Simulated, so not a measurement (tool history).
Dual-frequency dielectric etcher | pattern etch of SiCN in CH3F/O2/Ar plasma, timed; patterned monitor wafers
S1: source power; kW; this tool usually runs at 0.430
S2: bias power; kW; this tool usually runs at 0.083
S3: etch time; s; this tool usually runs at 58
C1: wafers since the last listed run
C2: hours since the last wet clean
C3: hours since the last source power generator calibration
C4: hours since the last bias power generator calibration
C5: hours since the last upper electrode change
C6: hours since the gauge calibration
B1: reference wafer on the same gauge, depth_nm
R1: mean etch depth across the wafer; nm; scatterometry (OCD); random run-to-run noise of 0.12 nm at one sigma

Run 1, hour 0.0: usual settings but S2 0.099 kW; C1 0; C2 227.4; C3 2182.5; C4 2727.6; C5 2586.1; C6 919.8; B1 25.59. Result: R1 24.63 nm.
Run 2, hour 23.4: usual settings but S2 0.099 kW; C1 360; C2 250.8; C3 2205.9; C4 2751.0; C5 2609.5; C6 943.2; B1 25.63. Result: R1 24.75 nm.
Run 3, hour 41.3: usual settings; C1 275; C2 268.7; C3 2223.8; C4 2768.9; C5 2627.4; C6 961.1; B1 25.64. Result: R1 23.46 nm.
Run 4, hour 57.6: usual settings; C1 251; C2 285.0; C3 2240.1; C4 2785.2; C5 2643.7; C6 977.4; B1 25.61. Result: R1 23.63 nm.
Run 5, hour 70.6: usual settings; C1 200; C2 298.0; C3 2253.1; C4 2798.2; C5 2656.7; C6 990.4; B1 25.59. Result: R1 23.36 nm.
At hour 108.4: upper electrode replaced.
Run 6, hour 108.9: usual settings but S1 0.380 kW; C1 220; C2 336.3; C3 2291.4; C4 2836.5; C5 0.5; C6 1028.7; B1 25.57. Result: R1 22.55 nm.
Run 7, hour 116.6: usual settings but S1 0.380 kW; C1 118; C2 344.0; C3 2299.1; C4 2844.2; C5 8.2; C6 1036.4; B1 25.57. Result: R1 22.51 nm.
At hour 165.7: wet clean of the chamber.
Run 8, hour 166.2: usual settings but S1 0.510 kW; C1 394; C2 0.5; C3 2348.7; C4 2893.8; C5 57.8; C6 1086.0; B1 25.62. Result: R1 25.57 nm.
Run 9, hour 166.6: usual settings but S1 0.510 kW; C1 6; C2 0.9; C3 2349.1; C4 2894.2; C5 58.2; C6 1086.4; B1 25.61. Result: R1 25.48 nm.
Run 10, hour 176.1: usual settings but S1 0.380 kW, S2 0.070 kW, S3 48 s; C1 146; C2 10.4; C3 2358.6; C4 2903.7; C5 67.7; C6 1095.9; B1 25.58. Result: R1 18.28 nm.
Run 11, hour 194.0: usual settings; C1 275; C2 28.3; C3 2376.5; C4 2921.6; C5 85.6; C6 1113.8; B1 25.63. Result: R1 24.28 nm.
Run 12, hour 210.0: usual settings but S1 0.530 kW; C1 246; C2 44.3; C3 2392.5; C4 2937.6; C5 101.6; C6 1129.8; B1 25.60. Result: R1 25.70 nm.
At hour 219.3: bias power generator calibrated.
Run 13, hour 224.5: usual settings but S1 0.380 kW, S3 64 s; C1 161; C2 58.8; C3 2407.0; C4 5.2; C5 116.1; C6 1144.3; B1 25.56. Result: R1 25.69 nm.
Run 14, hour 246.8: usual settings but S1 0.460 kW, S2 0.100 kW; C1 343; C2 81.1; C3 2429.3; C4 27.5; C5 138.4; C6 1166.6; B1 25.63. Result: R1 25.87 nm.
Run 15, hour 264.8: usual settings but S3 47 s; C1 277; C2 99.1; C3 2447.3; C4 45.5; C5 156.4; C6 1184.6; B1 25.61. Result: R1 19.28 nm.
At hour 286.7: gauge calibrated.
Run 16, hour 331.6: usual settings but S2 0.066 kW; C1 1028; C2 165.9; C3 2514.1; C4 112.3; C5 223.2; C6 44.9; B1 25.55. Result: R1 22.73 nm.
Run 17, hour 365.7: usual settings but S1 0.390 kW, S2 0.065 kW, S3 51 s; C1 525; C2 200.0; C3 2548.2; C4 146.4; C5 257.3; C6 79.0; B1 25.54. Result: R1 19.13 nm.
Run 18, hour 386.6: usual settings but S2 0.104 kW; C1 321; C2 220.9; C3 2569.1; C4 167.3; C5 278.2; C6 99.9; B1 25.61. Result: R1 25.18 nm.

The next listed run, before its measurement:
Run 19, hour 407.1: usual settings; C1 315; C2 241.4; C3 2589.6; C4 187.8; C5 298.7; C6 120.4; B1 ?. Result: R1 ?.

B1: 25.61
R1: 23.73 nm
Without the tool's hidden state the same run would have given R1 24.16 nm.

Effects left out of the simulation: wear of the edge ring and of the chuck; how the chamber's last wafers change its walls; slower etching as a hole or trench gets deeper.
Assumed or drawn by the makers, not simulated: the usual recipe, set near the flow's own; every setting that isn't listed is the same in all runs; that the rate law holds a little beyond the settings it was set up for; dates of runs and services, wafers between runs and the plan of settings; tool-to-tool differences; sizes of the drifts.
